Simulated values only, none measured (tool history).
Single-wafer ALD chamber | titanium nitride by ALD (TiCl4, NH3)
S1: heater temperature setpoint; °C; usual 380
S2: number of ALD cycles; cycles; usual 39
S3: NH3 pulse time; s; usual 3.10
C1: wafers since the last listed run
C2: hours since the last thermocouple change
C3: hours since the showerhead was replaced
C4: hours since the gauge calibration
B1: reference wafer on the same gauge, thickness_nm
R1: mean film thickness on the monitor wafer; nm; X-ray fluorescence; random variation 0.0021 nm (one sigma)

{"run": 1, "hour": 0.0, "S1": 380, "S2": 41, "S3": 3.1, "C1": 0, "C2": 1883.7, "C3": 7146.8, "C4": 440.0, "B1": 0.761, "R1": 0.889}
{"run": 2, "hour": 21.6, "S1": 380, "S2": 39, "S3": 3.1, "C1": 80, "C2": 1905.3, "C3": 7168.4, "C4": 461.6, "B1": 0.761, "R1": 0.838}
{"run": 3, "hour": 46.5, "S1": 380, "S2": 39, "S3": 3.1, "C1": 92, "C2": 1930.2, "C3": 7193.3, "C4": 486.5, "B1": 0.761, "R1": 0.844}
{"run": 4, "hour": 65.5, "S1": 380, "S2": 36, "S3": 3.1, "C1": 70, "C2": 1949.2, "C3": 7212.3, "C4": 505.5, "B1": 0.761, "R1": 0.779}
{"run": 5, "hour": 81.6, "S1": 380, "S2": 39, "S3": 3.1, "C1": 59, "C2": 1965.3, "C3": 7228.4, "C4": 521.6, "B1": 0.762, "R1": 0.847}
{"run": 6, "hour": 110.1, "S1": 380, "S2": 39, "S3": 3.1, "C1": 105, "C2": 1993.8, "C3": 7256.9, "C4": 550.1, "B1": 0.763, "R1": 0.844}
{"run": 7, "hour": 184.0, "S1": 380, "S2": 39, "S3": 3.1, "C1": 274, "C2": 2067.7, "C3": 7330.8, "C4": 624.0, "B1": 0.763, "R1": 0.844}
{"run": 8, "hour": 201.8, "S1": 368, "S2": 39, "S3": 3.95, "C1": 66, "C2": 2085.5, "C3": 7348.6, "C4": 641.8, "B1": 0.762, "R1": 0.844}
{"run": 9, "hour": 215.4, "S1": 380, "S2": 39, "S3": 3.1, "C1": 50, "C2": 2099.1, "C3": 7362.2, "C4": 655.4, "B1": 0.762, "R1": 0.846}
{"run": 10, "hour": 247.4, "S1": 380, "S2": 39, "S3": 3.1, "C1": 119, "C2": 2131.1, "C3": 7394.2, "C4": 687.4, "B1": 0.763, "R1": 0.847}
{"run": 11, "hour": 279.4, "S1": 380, "S2": 39, "S3": 3.1, "C1": 119, "C2": 2163.1, "C3": 7426.2, "C4": 719.4, "B1": 0.763, "R1": 0.848}
{"run": 12, "hour": 304.5, "S1": 388, "S2": 39, "S3": 2.59, "C1": 93, "C2": 2188.2, "C3": 7451.3, "C4": 744.5, "B1": 0.763, "R1": 0.842}
{"run": 13, "hour": 318.9, "S1": 380, "S2": 35, "S3": 3.1, "C1": 53, "C2": 2202.6, "C3": 7465.7, "C4": 758.9, "B1": 0.763, "R1": 0.759}
{"hour": 348.8, "done": "showerhead replaced"}
{"run": 14, "hour": 354.2, "S1": 380, "S2": 39, "S3": 3.1, "C1": 101, "C2": 2237.9, "C3": 5.4, "C4": 794.2, "B1": 0.764, "R1": 0.848}
{"run": 15, "hour": 389.7, "S1": 380, "S2": 39, "S3": 3.1, "C1": 132, "C2": 2273.4, "C3": 40.9, "C4": 829.7, "B1": 0.764, "R1": 0.843}
{"run": 16, "hour": 424.2, "S1": 380, "S2": 39, "S3": 3.1, "C1": 128, "C2": 2307.9, "C3": 75.4, "C4": 864.2, "B1": 0.763, "R1": 0.848}
{"run": 17, "hour": 518.5, "S1": 380, "S2": 39, "S3": 3.1, "C1": 350, "C2": 2402.2, "C3": 169.7, "C4": 958.5, "B1": 0.764, "R1": 0.849}
{"run": 18, "hour": 546.8, "S1": 380, "S2": 39, "S3": 3.1, "C1": 105, "C2": 2430.5, "C3": 198.0, "C4": 986.8, "B1": 0.765, "R1": 0.848}
{"hour": 559.3, "done": "thermocouple changed; heater temperature recalibrated"}
{"run": 19, "hour": 560.0, "S1": 366, "S2": 31, "S3": 2.26, "C1": 19, "C2": 0.7, "C3": 211.2, "C4": 1000.0, "B1": 0.765, "R1": 0.648}
{"run": 20, "hour": 583.4, "S1": 372, "S2": 36, "S3": 3.7, "C1": 87, "C2": 24.1, "C3": 234.6, "C4": 1023.4, "B1": 0.764, "R1": 0.785}
{"run": 21, "hour": 614.8, "S1": 366, "S2": 31, "S3": 2.26, "C1": 116, "C2": 55.5, "C3": 266.0, "C4": 1054.8, "B1": 0.764, "R1": 0.65}
{"hour": 627.1, "done": "gauge calibrated"}
{"run": 22, "hour": 642.9, "S1": 380, "S2": 46, "S3": 1.96, "C1": 104, "C2": 83.6, "C3": 294.1, "C4": 15.8, "B1": 0.751, "R1": 0.96}
{"run": 23, "hour": 671.8, "S1": 372, "S2": 42, "S3": 3.1, "C1": 107, "C2": 112.5, "C3": 323.0, "C4": 44.7, "B1": 0.754, "R1": 0.892}
{"run": 24, "hour": 692.5, "S1": 380, "S2": 39, "S3": 3.1, "C1": 76, "C2": 133.2, "C3": 343.7, "C4": 65.4, "B1": 0.755, "R1": 0.835}
{"run": 25, "hour": 721.2, "S1": 380, "S2": 39, "S3": 1.93, "C1": 106, "C2": 161.9, "C3": 372.4, "C4": 94.1, "B1": 0.754, "R1": 0.816}
{"run": 26, "hour": 748.8, "S1": 376, "S2": 39, "S3": 3.1, "C1": 102, "C2": 189.5, "C3": 400.0, "C4": 121.7, "B1": 0.755, "R1": 0.833}
{"run": 27, "hour": 773.1, "S1": 372, "S2": 46, "S3": 4.32, "C1": 90, "C2": 213.8, "C3": 424.3, "C4": 146.0, "B1": 0.756, "R1": 0.996}
{"run": 28, "hour": 787.8, "S1": 380, "S2": 32, "S3": 3.1, "C1": 54, "C2": 228.5, "C3": 439.0, "C4": 160.7, "B1": 0.756, "R1": 0.685}
{"run": 29, "hour": 805.1, "S1": 380, "S2": 39, "S3": 3.1, "C1": 64, "C2": 245.8, "C3": 456.3, "C4": 178.0, "B1": 0.757, "R1": 0.84}
{"run": 30, "hour": 829.2, "S1": 370, "S2": 34, "S3": 3.1, "C1": 89, "C2": 269.9, "C3": 480.4, "C4": 202.1, "B1": 0.756, "R1": 0.727}
{"run": 31, "hour": 864.1, "S1": 380, "S2": 39, "S3": 3.1, "C1": 129, "C2": 304.8, "C3": 515.3, "C4": 237.0, "B1": 0.758, "R1": 0.836}
{"run": 32, "hour": 886.3, "S1": 391, "S2": 44, "S3": 3.1, "C1": 82, "C2": 327.0, "C3": 537.5, "C4": 259.2, "B1": 0.759, "R1": 0.95}
{"run": 33, "hour": 904.8, "S1": 380, "S2": 39, "S3": 2.03, "C1": 68, "C2": 345.5, "C3": 556.0, "C4": 277.7, "B1": 0.758, "R1": 0.825}
{"run": 34, "hour": 932.2, "S1": 380, "S2": 39, "S3": 3.1, "C1": 101, "C2": 372.9, "C3": 583.4, "C4": 305.1, "B1": 0.758, "R1": 0.842}
{"run": 35, "hour": 1011.2, "S1": 370, "S2": 42, "S3": 3.79, "C1": 293, "C2": 451.9, "C3": 662.4, "C4": 384.1, "B1": 0.758, "R1": 0.907}
{"run": 36, "hour": 1033.9, "S1": 387, "S2": 39, "S3": 3.1, "C1": 84, "C2": 474.6, "C3": 685.1, "C4": 406.8, "B1": 0.759, "R1": 0.842}
{"run": 37, "hour": 1069.0, "S1": 394, "S2": 42, "S3": 2.05, "C1": 130, "C2": 509.7, "C3": 720.2, "C4": 441.9, "B1": 0.76, "R1": 0.897}
{"run": 38, "hour": 1083.5, "S1": 372, "S2": 34, "S3": 4.06, "C1": 53, "C2": 524.2, "C3": 734.7, "C4": 456.4, "B1": 0.761, "R1": 0.74}
{"run": 39, "hour": 1118.4, "S1": 394, "S2": 47, "S3": 3.1, "C1": 129, "C2": 559.1, "C3": 769.6, "C4": 491.3, "B1": 0.76, "R1": 1.024}
{"run": 40, "hour": 1146.4, "S1": 380, "S2": 39, "S3": 4.11, "C1": 104, "C2": 587.1, "C3": 797.6, "C4": 519.3, "B1": 0.762, "R1": 0.85}

The tool's hidden state at each run:
wafer temperature above the value expected at the setpoint (K): 0 in every run
H1: gauge reads high (%)
run=1 H1=1.09
run=2 H1=1.12
run=3 H1=1.15
run=4 H1=1.17
run=5 H1=1.19
run=6 H1=1.22
run=7 H1=1.29
run=8 H1=1.31
run=9 H1=1.32
run=10 H1=1.34
run=11 H1=1.37
run=12 H1=1.38
run=13 H1=1.39
run=14 H1=1.41
run=15 H1=1.43
run=16 H1=1.45
run=17 H1=1.49
run=18 H1=1.5
run=19 H1=1.51
run=20 H1=1.51
run=21 H1=1.52
run=22 H1=-0.0996
run=23 H1=0.0139
run=24 H1=0.0903
run=25 H1=0.19
run=26 H1=0.279
run=27 H1=0.352
run=28 H1=0.395
run=29 H1=0.442
run=30 H1=0.506
run=31 H1=0.59
run=32 H1=0.641
run=33 H1=0.681
run=34 H1=0.736
run=35 H1=0.876
run=36 H1=0.912
run=37 H1=0.963
run=38 H1=0.982
run=39 H1=1.03
run=40 H1=1.06
